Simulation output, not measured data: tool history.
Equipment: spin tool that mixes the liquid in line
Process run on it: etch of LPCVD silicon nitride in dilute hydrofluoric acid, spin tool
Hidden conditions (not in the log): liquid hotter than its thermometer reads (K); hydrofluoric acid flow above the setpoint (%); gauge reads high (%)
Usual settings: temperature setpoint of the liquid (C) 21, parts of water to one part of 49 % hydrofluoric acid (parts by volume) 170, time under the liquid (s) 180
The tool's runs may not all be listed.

| run | hour | temperature setpoint of the liquid (C) | parts of water to one part of 49 % hydrofluoric acid (parts by volume) | time under the liquid (s) | wafers since the last listed run | hours since the thermometer was replaced | hours since the hydrofluoric acid flow meter was replaced | hours since the gauge calibration | read-back film thickness of the LPCVD silicon nitride reference wafer, read on the same gauge (nm) | thickness taken off the LPCVD silicon nitride on a monitor wafer (nm) |
|---|---|---|---|---|---|---|---|---|---|---|
| 1 | 0 | 21 | 220 | 180 | 0 | 765 | 1163.2 | 275.7 | 49.962 | 0.323 |
| 2 | 70.4 | 21 | 220 | 180 | 728 | 835.4 | 1233.6 | 346.1 | 50.043 | 0.352 |
| 3 | 143 | 21 | 220 | 180 | 751 | 908 | 1306.2 | 418.7 | 49.978 | 0.35 |
| 4 | 188.4 | 21 | 145 | 240 | 469 | 953.4 | 1351.6 | 464.1 | 50.041 | 0.67 |
| 5 | 291 | 21 | 170 | 180 | 1062 | 1056 | 1454.2 | 566.7 | 50.001 | 0.444 |
| 6 | 369.3 | 21 | 170 | 180 | 810 | 1134.3 | 1532.5 | 645 | 50.003 | 0.428 |
| 7 | 413.3 | 21 | 170 | 180 | 455 | 1178.3 | 1576.5 | 689 | 49.993 | 0.437 |
| 8 | 502.4 | 21 | 170 | 180 | 922 | 1267.4 | 1665.6 | 778.1 | 50.012 | 0.442 |
| 9 | 565.7 | 24.5 | 120 | 180 | 655 | 1330.7 | 1728.9 | 841.4 | 49.991 | 0.697 |
|  | 591.5 | hydrofluoric acid flow meter replaced |
| 10 | 611.1 | 23 | 100 | 215 | 459 | 1376.1 | 19.6 | 886.8 | 49.999 | 1.026 |
| 11 | 659.4 | 25.5 | 195 | 180 | 500 | 1424.4 | 67.9 | 935.1 | 50.024 | 0.534 |
| 12 | 746.2 | 21 | 170 | 180 | 898 | 1511.2 | 154.7 | 1021.9 | 50.004 | 0.463 |

What does the tool deliver on the next run?
| 13 | 804 | 21 | 170 | 180 | 598 | 1569 | 212.5 | 1079.7 | ? | ? |

read-back film thickness of the LPCVD silicon nitride reference wafer, read on the same gauge (nm): 49.998
thickness taken off the LPCVD silicon nitride on a monitor wafer (nm): 0.442
Had the tool carried no hidden state, the very same run would have given thickness taken off the LPCVD silicon nitride on a monitor wafer (nm) 0.442.

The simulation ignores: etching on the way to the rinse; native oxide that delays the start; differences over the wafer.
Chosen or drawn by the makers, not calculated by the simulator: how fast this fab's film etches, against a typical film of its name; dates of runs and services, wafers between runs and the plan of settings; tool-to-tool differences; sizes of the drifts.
